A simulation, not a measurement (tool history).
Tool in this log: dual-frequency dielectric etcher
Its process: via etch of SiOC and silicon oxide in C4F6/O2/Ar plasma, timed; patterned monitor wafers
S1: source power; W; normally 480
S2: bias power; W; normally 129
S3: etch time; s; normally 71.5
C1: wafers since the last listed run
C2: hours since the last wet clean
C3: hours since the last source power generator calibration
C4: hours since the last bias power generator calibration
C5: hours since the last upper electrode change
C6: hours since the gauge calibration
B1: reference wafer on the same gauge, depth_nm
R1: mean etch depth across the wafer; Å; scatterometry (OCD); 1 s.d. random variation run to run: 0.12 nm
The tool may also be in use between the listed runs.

Run 1, hour 0: usual settings; C1 0; C2 268.1; C3 3931.5; C4 5330.7; C5 2297.3; C6 55.1; B1 92.6. Result: R1 783 Å.
Run 2, hour 12.4: usual settings; C1 148; C2 280.5; C3 3943.9; C4 5343.1; C5 2309.7; C6 67.5; B1 92.6. Result: R1 785 Å.
Run 3, hour 19.5: usual settings; C1 85; C2 287.6; C3 3951; C4 5350.2; C5 2316.8; C6 74.6; B1 92.6. Result: R1 785 Å.
Run 4, hour 26.3: usual settings; C1 81; C2 294.4; C3 3957.8; C4 5357; C5 2323.6; C6 81.4; B1 92.5. Result: R1 782 Å.
Run 5, hour 37.9: usual settings; C1 139; C2 306; C3 3969.4; C4 5368.6; C5 2335.2; C6 93; B1 92.6. Result: R1 782 Å.
Run 6, hour 50.1: usual settings; C1 146; C2 318.2; C3 3981.6; C4 5380.8; C5 2347.4; C6 105.2; B1 92.6. Result: R1 786 Å.
Run 7, hour 65.9: usual settings; C1 189; C2 334; C3 3997.4; C4 5396.6; C5 2363.2; C6 121; B1 92.6. Result: R1 783 Å.
At hour 93.1: wet clean of the chamber.
Run 8, hour 93.6: usual settings; C1 44; C2 0.5; C3 4025.1; C4 5424.3; C5 2390.9; C6 148.7; B1 92.6. Result: R1 773 Å.
Run 9, hour 94: usual settings; C1 4; C2 0.9; C3 4025.5; C4 5424.7; C5 2391.3; C6 149.1; B1 92.5. Result: R1 773 Å.
Run 10, hour 103.5: usual settings but S1 540 W, S2 159 W, S3 63 s; C1 113; C2 10.4; C3 4035; C4 5434.2; C5 2400.8; C6 158.6; B1 92.6. Result: R1 774 Å.
At hour 108.5: bias power generator calibrated.
Run 11, hour 113.3: usual settings but S1 400 W; C1 69; C2 20.2; C3 4044.8; C4 4.8; C5 2410.6; C6 168.4; B1 92.6. Result: R1 740 Å.
Run 12, hour 128.7: usual settings but S2 149 W, S3 51.5 s; C1 184; C2 35.6; C3 4060.2; C4 20.2; C5 2426; C6 183.8; B1 92.6. Result: R1 596 Å.
At hour 142: source power generator calibrated.
Run 13, hour 144.9: usual settings but S1 560 W, S3 60.5 s; C1 146; C2 51.8; C3 2.9; C4 36.4; C5 2442.2; C6 200; B1 92.6. Result: R1 684 Å.
Run 14, hour 160.3: usual settings; C1 184; C2 67.2; C3 18.3; C4 51.8; C5 2457.6; C6 215.4; B1 92.6. Result: R1 776 Å.
At hour 173.6: gauge calibrated.
At hour 193.1: upper electrode replaced.
Run 15, hour 193.6: usual settings; C1 111; C2 100.5; C3 51.6; C4 85.1; C5 0.5; C6 20; B1 92.6. Result: R1 777 Å.
Run 16, hour 194: usual settings but S3 87.5 s; C1 4; C2 100.9; C3 52; C4 85.5; C5 0.9; C6 20.4; B1 92.6. Result: R1 950 Å.
Run 17, hour 195.3: usual settings but S1 540 W, S2 159 W, S3 63 s; C1 15; C2 102.2; C3 53.3; C4 86.8; C5 2.2; C6 21.7; B1 92.6. Result: R1 776 Å.
Run 18, hour 247.8: usual settings but S1 550 W, S2 145 W; C1 629; C2 154.7; C3 105.8; C4 139.3; C5 54.7; C6 74.2; B1 92.6. Result: R1 852 Å.
Run 19, hour 254.1: usual settings but S2 119 W, S3 59.5 s; C1 75; C2 161; C3 112.1; C4 145.6; C5 61; C6 80.5; B1 92.6. Result: R1 624 Å.

5 options for the next run, each taken on its own from the tool as it stands now. Forecast them:
Run A, hour 254.5: usual settings but S3 79 s; C1 4; C2 161.4; C3 112.5; C4 146; C5 61.4; C6 80.9; B1 ?. Result: R1 ?.
Run B, hour 254.5: usual settings but S2 106 W; C1 4; C2 161.4; C3 112.5; C4 146; C5 61.4; C6 80.9; B1 ?. Result: R1 ?.
Run C, hour 254.5: usual settings but S2 141 W; C1 4; C2 161.4; C3 112.5; C4 146; C5 61.4; C6 80.9; B1 ?. Result: R1 ?.
Run D, hour 254.5: usual settings but S2 108 W, S3 54 s; C1 4; C2 161.4; C3 112.5; C4 146; C5 61.4; C6 80.9; B1 ?. Result: R1 ?.
Run E, hour 254.5: usual settings but S1 570 W, S2 104 W, S3 89 s; C1 4; C2 161.4; C3 112.5; C4 146; C5 61.4; C6 80.9; B1 ?. Result: R1 ?.

run    B1   R1
  A  92.6  860
  B  92.6  708
  C  92.6  812
  D  92.6  540
  E  92.6  915
With the hidden condition removed and each run's random variation left untouched, the same runs would have given:
run   R1
  A  856
  B  705
  C  808
  D  537
  E  911
